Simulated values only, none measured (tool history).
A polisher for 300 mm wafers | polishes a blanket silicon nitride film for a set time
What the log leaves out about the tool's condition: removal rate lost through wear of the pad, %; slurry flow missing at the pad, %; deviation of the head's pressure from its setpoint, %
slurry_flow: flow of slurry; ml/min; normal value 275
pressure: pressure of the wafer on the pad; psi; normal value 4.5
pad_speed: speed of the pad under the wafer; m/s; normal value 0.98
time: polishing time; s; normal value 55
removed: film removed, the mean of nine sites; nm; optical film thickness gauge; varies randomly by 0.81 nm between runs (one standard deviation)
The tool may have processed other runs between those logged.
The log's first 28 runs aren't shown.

run    hour  slurry_flow  pressure  pad_speed  time  wafers since the last listed run  wafers polished on this pad  hours since the slurry nozzle was cleaned  hours since the head pressure was calibrated  incoming thickness of the incoming film, nm  removed
 29  2070.0          195       4.5       0.98    55                              1043                         2039                                      400.4                                         233.3                                        455.1    122.6
 30  2174.3          275       5.2       0.98    69                              1362                         3401                                      504.7                                         337.6                                        459.3    181.5
 31  2269.9          325       3.6       0.74    67                              1248                         4650                                      600.3                                         433.2                                        453.5     96.7
 32  2355.1          275       4.5       0.98    55                              1112                         5763                                      685.5                                         518.4                                        453.8    122.1
     2367.1  -- slurry nozzle cleaned
 33  2443.0          275       4.5       0.98    55                              1134                         6898                                       75.9                                         606.3                                        457.7    126.8
 34  2535.7          300       3.9       1.10    65                              1210                         8108                                      168.6                                         699.0                                        465.2    142.1
     2562.7  -- worn pad replaced by a new one
 35  2575.4          200       4.5       1.18    70                               466                          165                                      208.3                                         738.7                                        463.3    181.9
 36  2667.4          310       3.7       1.28    71                              1201                         1367                                      300.3                                         830.7                                        459.5    164.6
 37  2746.9          225       4.5       0.98    55                              1038                         2405                                      379.8                                         910.2                                        469.5    121.9

Alternative continuations, all from the tool just after run 37; predict every row:
  A  2747.3          275       4.5       0.98    55                                 5                         2410                                      380.2                                         910.6                                        465.4        ?
  B  2747.3          275       5.4       0.98    55                                 5                         2410                                      380.2                                         910.6                                        465.4        ?
  C  2747.3          200       4.5       0.98    73                                 5                         2410                                      380.2                                         910.6                                        465.4        ?
  D  2747.3          225       3.9       0.80    63                                 5                         2410                                      380.2                                         910.6                                        465.4        ?

run  removed
  A    123.5
  B    148.2
  C    160.3
  D    102.8
What these runs would have given with no unlogged condition in the tool:
run  removed
  A    128.7
  B    154.4
  C    167.6
  D    107.3
